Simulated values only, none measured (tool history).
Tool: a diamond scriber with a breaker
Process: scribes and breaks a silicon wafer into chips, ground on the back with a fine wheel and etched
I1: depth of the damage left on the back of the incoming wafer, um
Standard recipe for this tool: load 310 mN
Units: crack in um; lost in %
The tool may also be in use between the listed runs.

run 1 hour=0 | load=310 | I1=0.48 | crack=7.51 lost=1.87
run 2 hour=9.9 | load=310 | I1=0.68 | crack=7.72 lost=2.28
run 3 hour=16.7 | load=363 | I1=0.33 | crack=8.65 lost=2.1
run 4 hour=29.4 | load=363 | I1=0.63 | crack=8.83 lost=1.84
run 5 hour=42.7 | load=310 | I1=0.69 | crack=7.33 lost=2.23
run 6 hour=53 | load=310 | I1=0.33 | crack=7.35 lost=2.32
run 7 hour=67.3 | load=310 | I1=0.56 | crack=7.56 lost=2.08
run 8 hour=73.9 | load=310 | I1=0.35 | crack=7.26 lost=2.56
run 9 hour=85.2 | load=242 | I1=0.66 | crack=5.86 lost=14.55
run 10 hour=91.7 | load=310 | I1=0.53 | crack=7.45 lost=2.37
run 11 hour=107.9 | load=310 | I1=0.61 | crack=7.45 lost=2.82
run 12 hour=119.7 | load=310 | I1=0.57 | crack=7.34 lost=3.26
run 13 hour=127 | load=310 | I1=0.31 | crack=7.25 lost=3.17
run 14 hour=134.8 | load=310 | I1=0.37 | crack=7.41 lost=2.79
-- hour=168.4 load on the tip recalibrated
run 15 hour=182.5 | load=310 | I1=0.69 | crack=8.18 lost=1.41
run 16 hour=192.4 | load=310 | I1=0.62 | crack=8.11 lost=1.21
run 17 hour=200.4 | load=310 | I1=0.71 | crack=8.22 lost=1.27
run 18 hour=214.9 | load=310 | I1=0.64 | crack=8.48 lost=1.31
run 19 hour=222.1 | load=310 | I1=0.74 | crack=8.18 lost=1.14
run 20 hour=229.2 | load=310 | I1=0.47 | crack=8.26 lost=1.25
run 21 hour=236.4 | load=377 | I1=0.43 | crack=9.9 lost=7.58
-- hour=241.1 diamond tip replaced by a new one
run 22 hour=250.7 | load=310 | I1=0.43 | crack=8.11 lost=1.26
run 23 hour=264.3 | load=264 | I1=0.31 | crack=7.23 lost=3.92
run 24 hour=272.5 | load=360 | I1=0.32 | crack=9.46 lost=5.14
run 25 hour=287.5 | load=278 | I1=0.79 | crack=7.22 lost=2.31
run 26 hour=303.3 | load=240 | I1=0.7 | crack=6.17 lost=10.85
run 27 hour=312.1 | load=310 | I1=0.74 | crack=8.24 lost=1.25
run 28 hour=326.8 | load=338 | I1=0.33 | crack=8.54 lost=2.58
run 29 hour=337.5 | load=310 | I1=0.79 | crack=8.11 lost=1.15
run 30 hour=351 | load=231 | I1=0.6 | crack=6.29 lost=12.92
run 31 hour=361.4 | load=269 | I1=0.35 | crack=7.15 lost=3.91
run 32 hour=370 | load=219 | I1=0.32 | crack=5.92 lost=18.02
run 33 hour=383.7 | load=284 | I1=0.37 | crack=7.49 lost=2.42
run 34 hour=396.4 | load=310 | I1=0.54 | crack=8.37 lost=1.31
run 35 hour=412 | load=275 | I1=0.74 | crack=7.25 lost=3.04
run 36 hour=419.7 | load=380 | I1=0.63 | crack=9.51 lost=6.67
run 37 hour=432.3 | load=310 | I1=0.34 | crack=8.14 lost=1.3
run 38 hour=438.8 | load=279 | I1=0.51 | crack=7.46 lost=2.76
run 39 hour=450 | load=250 | I1=0.41 | crack=6.51 lost=7.77
run 40 hour=463 | load=366 | I1=0.78 | crack=9.56 lost=5.12
run 41 hour=475.5 | load=273 | I1=0.64 | crack=7.28 lost=3.77

Here are 3 independent what-if runs from the current tool condition. What would each one return?
run A hour=476.1 | load=333 | I1=0.39 | crack=? lost=?
run B hour=476.1 | load=385 | I1=0.39 | crack=? lost=?
run C hour=476.1 | load=237 | I1=0.39 | crack=? lost=?

run=A crack=8.48 lost=1.88
run=B crack=9.61 lost=7.09
run=C crack=6.17 lost=11.77
Without the tool's hidden state the same runs would have given:
run=A crack=8.48 lost=1.89
run=B crack=9.61 lost=7.11
run=C crack=6.17 lost=11.74
